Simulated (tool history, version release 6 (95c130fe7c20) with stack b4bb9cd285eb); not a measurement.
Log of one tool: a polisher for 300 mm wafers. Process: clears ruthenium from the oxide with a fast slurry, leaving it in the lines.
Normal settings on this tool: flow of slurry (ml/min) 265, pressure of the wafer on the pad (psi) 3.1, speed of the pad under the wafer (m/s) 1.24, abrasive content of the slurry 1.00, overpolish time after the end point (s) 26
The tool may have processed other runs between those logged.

| run | hour | flow of slurry (ml/min) | pressure of the wafer on the pad (psi) | speed of the pad under the wafer (m/s) | abrasive content of the slurry | overpolish time after the end point (s) | wafers since the last listed run | wafers polished on this pad | hours since the slurry nozzle was cleaned | hours since the head pressure was calibrated | hours since the slurry blender was calibrated | incoming thickness of the incoming film, nm | time until the end point was called (s) | dishing of a wide line in a test structure (nm) |
|---|---|---|---|---|---|---|---|---|---|---|---|---|---|---|
| 1 | 0.0 | 265 | 3.1 | 1.24 | 1.00 | 33 | 0 | 624 | 161.0 | 375.3 | 36.5 | 220.8 | 47.5 | 98.0 |
| 2 | 38.0 | 265 | 3.1 | 1.24 | 1.00 | 33 | 334 | 958 | 199.0 | 413.3 | 74.5 | 220.6 | 48.2 | 91.9 |
| 3 | 69.7 | 265 | 3.1 | 1.24 | 1.00 | 26 | 278 | 1237 | 230.7 | 445.0 | 106.2 | 221.4 | 48.0 | 81.7 |
| 4 | 132.1 | 235 | 3.1 | 1.24 | 1.00 | 26 | 548 | 1785 | 293.1 | 507.4 | 168.6 | 220.1 | 47.3 | 78.5 |
| 5 | 174.6 | 235 | 3.1 | 1.24 | 1.00 | 26 | 373 | 2159 | 335.6 | 549.9 | 211.1 | 217.7 | 48.8 | 77.5 |
|  | 223.5 | worn pad replaced by a new one |
|  | 230.4 | head pressure recalibrated |
|  | 252.0 | slurry nozzle cleaned |
| 6 | 281.8 | 265 | 3.1 | 1.24 | 0.85 | 26 | 881 | 486 | 29.8 | 51.4 | 318.3 | 222.1 | 50.5 | 78.7 |
|  | 293.5 | slurry blender recalibrated |
| 7 | 330.8 | 310 | 3.1 | 1.46 | 1.00 | 26 | 413 | 899 | 78.8 | 100.4 | 37.3 | 219.3 | 39.4 | 91.5 |
| 8 | 390.2 | 310 | 3.1 | 1.46 | 1.00 | 26 | 522 | 1422 | 138.2 | 159.8 | 96.7 | 219.5 | 40.1 | 93.7 |
| 9 | 442.1 | 265 | 3.1 | 1.24 | 1.00 | 26 | 456 | 1878 | 190.1 | 211.7 | 148.6 | 217.1 | 47.2 | 82.3 |
| 10 | 490.6 | 265 | 3.1 | 1.24 | 1.00 | 26 | 426 | 2304 | 238.6 | 260.2 | 197.1 | 221.3 | 46.7 | 81.7 |
|  | 541.3 | worn pad replaced by a new one |
| 11 | 557.7 | 265 | 3.1 | 1.24 | 1.00 | 26 | 554 | 144 | 305.7 | 327.3 | 264.2 | 217.0 | 47.6 | 77.5 |
| 12 | 594.3 | 265 | 3.1 | 1.24 | 1.00 | 26 | 321 | 465 | 342.3 | 363.9 | 300.8 | 220.1 | 48.7 | 79.0 |
|  | 634.8 | slurry blender recalibrated |
| 13 | 648.9 | 265 | 3.1 | 1.24 | 1.00 | 26 | 462 | 928 | 396.9 | 418.5 | 14.1 | 220.3 | 48.8 | 77.9 |
|  | 708.7 | slurry nozzle cleaned |
| 14 | 716.6 | 265 | 3.1 | 1.24 | 1.00 | 26 | 586 | 1514 | 7.9 | 486.2 | 81.8 | 220.8 | 46.7 | 79.6 |
| 15 | 762.4 | 265 | 3.1 | 1.24 | 1.00 | 33 | 402 | 1917 | 53.7 | 532.0 | 127.6 | 216.5 | 45.1 | 92.8 |
| 16 | 820.0 | 300 | 3.5 | 1.24 | 1.00 | 12 | 506 | 2424 | 111.3 | 589.6 | 185.2 | 216.8 | 40.3 | 48.9 |
| 17 | 870.8 | 265 | 3.1 | 0.94 | 1.00 | 26 | 446 | 2870 | 162.1 | 640.4 | 236.0 | 223.9 | 62.2 | 66.1 |
|  | 878.4 | worn pad replaced by a new one |
|  | 895.1 | slurry blender recalibrated |
| 18 | 900.3 | 265 | 3.1 | 1.24 | 0.75 | 12 | 206 | 175 | 191.6 | 669.9 | 5.2 | 223.1 | 53.3 | 39.1 |
|  | 943.3 | head pressure recalibrated |
| 19 | 964.6 | 265 | 3.1 | 1.24 | 1.00 | 26 | 547 | 722 | 255.9 | 21.3 | 69.5 | 216.9 | 47.1 | 79.2 |
| 20 | 1034.2 | 265 | 3.1 | 1.24 | 1.00 | 26 | 611 | 1334 | 325.5 | 90.9 | 139.1 | 219.3 | 46.7 | 81.8 |
| 21 | 1104.7 | 220 | 3.1 | 1.24 | 1.25 | 26 | 619 | 1954 | 396.0 | 161.4 | 209.6 | 219.7 | 45.5 | 82.2 |
|  | 1152.0 | worn pad replaced by a new one |
| 22 | 1152.5 | 265 | 3.1 | 1.24 | 1.00 | 13 | 385 | 4 | 443.8 | 209.2 | 257.4 | 222.9 | 49.7 | 45.4 |
|  | 1196.8 | slurry blender recalibrated |
| 23 | 1204.0 | 340 | 2.6 | 1.62 | 1.00 | 31 | 435 | 439 | 495.3 | 260.7 | 7.2 | 215.9 | 43.1 | 97.6 |

For run 24, what comes out?
|  | 1224.1 | slurry nozzle cleaned |
| 24 | 1272.3 | 265 | 3.1 | 1.24 | 1.00 | 26 | 591 | 1031 | 48.2 | 329.0 | 75.5 | 218.9 | ? | ? |

Run 24 measured time until the end point was called (s) 46.6, dishing of a wide line in a test structure (nm) 81.2.
Had the tool carried no hidden state, the very same run would have given time until the end point was called (s) 46.4, dishing of a wide line in a test structure (nm) 81.4.
